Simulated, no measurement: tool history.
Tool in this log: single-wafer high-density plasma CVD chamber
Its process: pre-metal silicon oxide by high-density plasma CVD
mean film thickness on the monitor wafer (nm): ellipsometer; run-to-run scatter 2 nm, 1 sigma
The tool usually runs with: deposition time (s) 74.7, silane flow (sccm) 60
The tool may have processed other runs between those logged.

| run | hour | deposition time (s) | silane flow (sccm) | read-back reference wafer on the same gauge, thickness_nm | mean film thickness on the monitor wafer (nm) |
|---|---|---|---|---|---|
| 1 | 0 | 74.7 | 60 | 492.215 | 471.931 |
| 2 | 71.4 | 74.7 | 60 | 491.751 | 474.028 |
| 3 | 105.5 | 74.7 | 60 | 492.248 | 473.385 |
| 4 | 172.1 | 74.7 | 60 | 493.618 | 475.161 |
| 5 | 220.4 | 74.7 | 60 | 493.41 | 474.07 |
| 6 | 287.5 | 74.7 | 53 | 493.849 | 422.409 |
| 7 | 334.2 | 74.7 | 60 | 494.728 | 475.267 |
| 8 | 372.8 | 86 | 52 | 494.84 | 474.731 |
| 9 | 409 | 86 | 52 | 495.576 | 479.905 |
| 10 | 447.5 | 74.7 | 60 | 496.083 | 476.241 |
| 11 | 505.3 | 74.7 | 60 | 496.315 | 479.249 |
| 12 | 560.1 | 74.7 | 60 | 496.929 | 478.775 |
|  | 613 | gauge calibrated |
| 13 | 630.8 | 74.7 | 60 | 480.672 | 465.099 |
| 14 | 683.6 | 74.7 | 60 | 481.235 | 462.7 |
| 15 | 716.9 | 74.7 | 60 | 480.894 | 459.022 |
| 16 | 779.1 | 74.7 | 60 | 481.086 | 463.707 |
| 17 | 821.1 | 74.7 | 68 | 482.074 | 523.987 |
| 18 | 866.1 | 70.1 | 67 | 482.131 | 482.226 |
| 19 | 924.6 | 87 | 54 | 483.266 | 483.358 |
| 20 | 983.6 | 69.3 | 56 | 483.119 | 401.619 |
| 21 | 1046.4 | 86.6 | 67 | 484.465 | 601.919 |
| 22 | 1113.1 | 74.7 | 60 | 485.808 | 469.049 |
| 23 | 1181.1 | 74.7 | 60 | 485.34 | 468.89 |
| 24 | 1238.9 | 61 | 71 | 485.898 | 451.463 |
| 25 | 1269.2 | 88 | 71 | 486.282 | 651.772 |
| 26 | 1318.2 | 74.7 | 60 | 487.79 | 467.111 |
|  | 1342.2 | silane flow controller replaced |
| 27 | 1363.5 | 70.6 | 66 | 488.76 | 490.704 |
| 28 | 1415.9 | 74.7 | 60 | 488.788 | 467.75 |
| 29 | 1452.2 | 74.7 | 60 | 488.5 | 470.812 |
| 30 | 1487.5 | 88.7 | 69 | 489.256 | 643.173 |
| 31 | 1558.4 | 74.7 | 60 | 489.944 | 470.693 |
| 32 | 1605.1 | 74.7 | 57 | 490.935 | 448.354 |
| 33 | 1656.5 | 64.7 | 60 | 490.463 | 409.04 |
| 34 | 1722.7 | 68.6 | 63 | 492.311 | 457.964 |

The same runs without the tool's hidden state, with the same run-to-run variation:
Hidden state at play: delivered silane flow above the setpoint (%); gauge reads high (%).
| run | mean film thickness on the monitor wafer (nm) |
|---|---|
| 1 | 460.87 |
| 2 | 462.265 |
| 3 | 461.327 |
| 4 | 462.448 |
| 5 | 460.948 |
| 6 | 410.174 |
| 7 | 461.077 |
| 8 | 460.208 |
| 9 | 464.893 |
| 10 | 460.995 |
| 11 | 463.381 |
| 12 | 462.426 |
| 13 | 464.544 |
| 14 | 461.655 |
| 15 | 457.678 |
| 16 | 461.768 |
| 17 | 521.354 |
| 18 | 479.368 |
| 19 | 479.927 |
| 20 | 398.295 |
| 21 | 596.184 |
| 22 | 463.96 |
| 23 | 463.17 |
| 24 | 445.441 |
| 25 | 642.687 |
| 26 | 460.149 |
| 27 | 482.954 |
| 28 | 459.882 |
| 29 | 462.557 |
| 30 | 631.452 |
| 31 | 461.465 |
| 32 | 439.156 |
| 33 | 400.24 |
| 34 | 447.524 |
